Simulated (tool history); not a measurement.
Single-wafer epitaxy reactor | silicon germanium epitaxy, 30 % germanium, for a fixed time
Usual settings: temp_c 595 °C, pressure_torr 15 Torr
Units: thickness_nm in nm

run	hour	temp_c	pressure_torr	wafers since the last listed run	hours since the last pyrometer calibration	hours since the last manometer calibration	hours since the showerhead was replaced	hours since the gauge calibration	read-back reference wafer on the same gauge, thickness_nm	thickness_nm
1	0	595	15	0	749.7	2387.2	4672.8	135.6	42.507	47.122
2	14.7	603	17.7	367	764.4	2401.9	4687.5	150.3	42.468	59.405
3	42.5	586	13.5	695	792.2	2429.7	4715.3	178.1	42.529	37.184
4	59.2	586	13.5	417	808.9	2446.4	4732	194.8	42.577	37.251
5	82	586	13.5	570	831.7	2469.2	4754.8	217.6	42.569	37.309
6	107.1	595	15	627	856.8	2494.3	4779.9	242.7	42.59	47.045
7	212.3	595	15	2630	962	2599.5	4885.1	347.9	42.629	47.114
# hour 223.4: pyrometer calibrated
8	226	595	15	142	2.6	2613.2	4898.8	361.6	42.602	47.255
9	243.3	595	12.9	432	19.9	2630.5	4916.1	378.9	42.662	43.816
# hour 247: gauge calibrated
# hour 256.3: capacitance manometer re-zeroed and calibrated
# hour 260.6: showerhead replaced
10	261.1	595	13.8	137	37.7	4.8	0.5	14.1	42.17	44.97
11	292.7	589	15	790	69.3	36.4	32.1	45.7	42.301	41.498
12	315.2	595	15	562	91.8	58.9	54.6	68.2	42.329	46.801
13	328.5	595	13.7	332	105.1	72.2	67.9	81.5	42.336	44.847
14	360.9	595	15	810	137.5	104.6	100.3	113.9	42.386	46.963
15	392.4	605	17	787	169	136.1	131.8	145.4	42.463	60.642
16	427.4	595	15	875	204	171.1	166.8	180.4	42.501	46.991
17	462.3	601	15	872	238.9	206	201.7	215.3	42.565	53.007
18	485.4	585	11.3	577	262	229.1	224.8	238.4	42.569	33.521

How the hidden state differs across the entries between the runs, from the last listed run before each to the first after it:
Between runs 7 and 8: pyrometer calibrated (hour 223.4)
  gauge reads high (%): 1.26 -> 1.27
  measured less the result without the state, thickness_nm: +0.586 -> +0.593 nm
Between runs 9 and 10: gauge calibrated (hour 247); capacitance manometer re-zeroed and calibrated (hour 256.3); showerhead replaced (hour 260.6)
  gauge reads high (%): 1.28 -> 0.143
  measured less the result without the state, thickness_nm: +0.555 -> +0.064 nm
